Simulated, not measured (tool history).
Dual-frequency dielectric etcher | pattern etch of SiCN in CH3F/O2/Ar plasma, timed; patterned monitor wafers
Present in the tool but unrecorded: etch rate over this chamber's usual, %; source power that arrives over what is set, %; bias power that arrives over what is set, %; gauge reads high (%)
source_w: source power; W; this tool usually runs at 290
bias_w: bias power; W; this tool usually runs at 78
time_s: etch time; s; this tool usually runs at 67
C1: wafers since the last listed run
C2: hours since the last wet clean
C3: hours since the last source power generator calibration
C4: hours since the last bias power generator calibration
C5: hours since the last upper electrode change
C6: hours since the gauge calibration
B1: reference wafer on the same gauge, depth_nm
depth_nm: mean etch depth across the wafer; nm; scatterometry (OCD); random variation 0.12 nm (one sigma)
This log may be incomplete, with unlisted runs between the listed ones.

run 1 hour=0 | source_w=290 bias_w=78 time_s=67 | C1=0 C2=122.8 C3=2562.9 C4=3661.8 C5=2740.6 C6=883.6 | B1=23.74 | depth_nm=23.56
run 2 hour=56 | source_w=290 bias_w=78 time_s=67 | C1=544 C2=178.8 C3=2618.9 C4=3717.8 C5=2796.6 C6=939.6 | B1=23.73 | depth_nm=23.88
run 3 hour=145.1 | source_w=290 bias_w=78 time_s=67 | C1=865 C2=267.9 C3=2708 C4=3806.9 C5=2885.7 C6=1028.7 | B1=23.72 | depth_nm=24.03
-- hour=231 wet clean of the chamber
run 4 hour=244.1 | source_w=310 bias_w=78 time_s=67 | C1=728 C2=13.1 C3=2807 C4=3905.9 C5=2984.7 C6=1127.7 | B1=23.69 | depth_nm=23.4
run 5 hour=341.2 | source_w=310 bias_w=78 time_s=67 | C1=943 C2=110.2 C3=2904.1 C4=4003 C5=3081.8 C6=1224.8 | B1=23.69 | depth_nm=23.51
-- hour=368.1 gauge calibrated
run 6 hour=406.5 | source_w=350 bias_w=78 time_s=67 | C1=634 C2=175.5 C3=2969.4 C4=4068.3 C5=3147.1 C6=38.4 | B1=23.7 | depth_nm=24.74
-- hour=466.7 source power generator calibrated
run 7 hour=481.3 | source_w=290 bias_w=86 time_s=67 | C1=688 C2=250.3 C3=14.6 C4=4143.1 C5=3221.9 C6=113.2 | B1=23.74 | depth_nm=24.46
run 8 hour=574.5 | source_w=310 bias_w=88 time_s=76 | C1=905 C2=343.5 C3=107.8 C4=4236.3 C5=3315.1 C6=206.4 | B1=23.71 | depth_nm=28.72
-- hour=585.1 bias power generator calibrated
-- hour=643.1 wet clean of the chamber
run 9 hour=643.6 | source_w=290 bias_w=78 time_s=67 | C1=399 C2=0.5 C3=176.9 C4=58.5 C5=3384.2 C6=275.5 | B1=23.65 | depth_nm=22.87
run 10 hour=679 | source_w=290 bias_w=78 time_s=67 | C1=344 C2=35.9 C3=212.3 C4=93.9 C5=3419.6 C6=310.9 | B1=23.74 | depth_nm=23.14
-- hour=738.3 upper electrode replaced
run 11 hour=755.4 | source_w=320 bias_w=89 time_s=86 | C1=509 C2=112.3 C3=288.7 C4=170.3 C5=17.1 C6=387.3 | B1=23.71 | depth_nm=32.12
run 12 hour=811.5 | source_w=230 bias_w=61 time_s=59.5 | C1=545 C2=168.4 C3=344.8 C4=226.4 C5=73.2 C6=443.4 | B1=23.68 | depth_nm=18.57
run 13 hour=910.7 | source_w=320 bias_w=78 time_s=51 | C1=964 C2=267.6 C3=444 C4=325.6 C5=172.4 C6=542.6 | B1=23.76 | depth_nm=18.8
run 14 hour=1011.2 | source_w=260 bias_w=78 time_s=67 | C1=976 C2=368.1 C3=544.5 C4=426.1 C5=272.9 C6=643.1 | B1=23.75 | depth_nm=23.38

Consider 3 possible next runs. They are alternatives, not a sequence: every one starts from the tool as it was left by run 14. What does each give?
run A hour=1011.6 | source_w=290 bias_w=78 time_s=81 | C1=3 C2=368.5 C3=544.9 C4=426.5 C5=273.3 C6=643.5 | B1=? | depth_nm=?
run B hour=1011.6 | source_w=220 bias_w=91 time_s=52 | C1=3 C2=368.5 C3=544.9 C4=426.5 C5=273.3 C6=643.5 | B1=? | depth_nm=?
run C hour=1011.6 | source_w=320 bias_w=78 time_s=67 | C1=3 C2=368.5 C3=544.9 C4=426.5 C5=273.3 C6=643.5 | B1=? | depth_nm=?

run=A B1=23.67 depth_nm=29.63
run=B B1=23.67 depth_nm=18.49
run=C B1=23.67 depth_nm=25.14
What these runs would have given with no unlogged condition in the tool:
run=A depth_nm=28.33
run=B depth_nm=17.68
run=C depth_nm=24.04
